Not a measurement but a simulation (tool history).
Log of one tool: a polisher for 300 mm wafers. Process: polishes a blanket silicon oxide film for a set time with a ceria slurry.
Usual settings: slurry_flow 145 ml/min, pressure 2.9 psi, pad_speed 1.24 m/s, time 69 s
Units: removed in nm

run   hour  slurry_flow  pressure  pad_speed  time  incoming thickness of the incoming film, nm  removed
  1      0          145       2.9       1.24    69                                        981.8    390.8
  2   57.2          145       2.9       1.24    69                                        975.2      384
  3  111.4          115       2.9       1.24    69                                        982.5    370.1
  4  155.1          115       2.9       1.24    69                                          982    365.4
     201.6  -- worn pad replaced by a new one
  5  220.7          115       2.9       1.24    69                                        984.8      371
  6  283.2          170       2.9       1.24    69                                        972.1    393.4
  7  325.4          170       2.9       1.24    69                                        968.4    395.1
     387.7  -- worn pad replaced by a new one
  8  388.2          145       2.9       1.24    69                                        986.2    397.6
     420.1  -- slurry nozzle cleaned
  9  435.6          145       2.9       1.24    69                                        988.5    391.6
 10  494.4          145       2.9       1.24    69                                        991.9    384.4
     555.4  -- worn pad replaced by a new one
 11  555.9          120       2.4       1.24    69                                          988    330.4
 12  609.5          190       2.9       1.24    62                                        978.9    365.2
     626.9  -- head pressure recalibrated
 13  648.7          145       2.5       1.24    69                                        979.1    331.6

The next listed run, before its measurement:
 14  716.6          115       3.5        0.9    69                                        987.8        ?

Run 14 gave removed 342.2 nm.
Without the tool's hidden state the same run would have given removed 353.6 nm.

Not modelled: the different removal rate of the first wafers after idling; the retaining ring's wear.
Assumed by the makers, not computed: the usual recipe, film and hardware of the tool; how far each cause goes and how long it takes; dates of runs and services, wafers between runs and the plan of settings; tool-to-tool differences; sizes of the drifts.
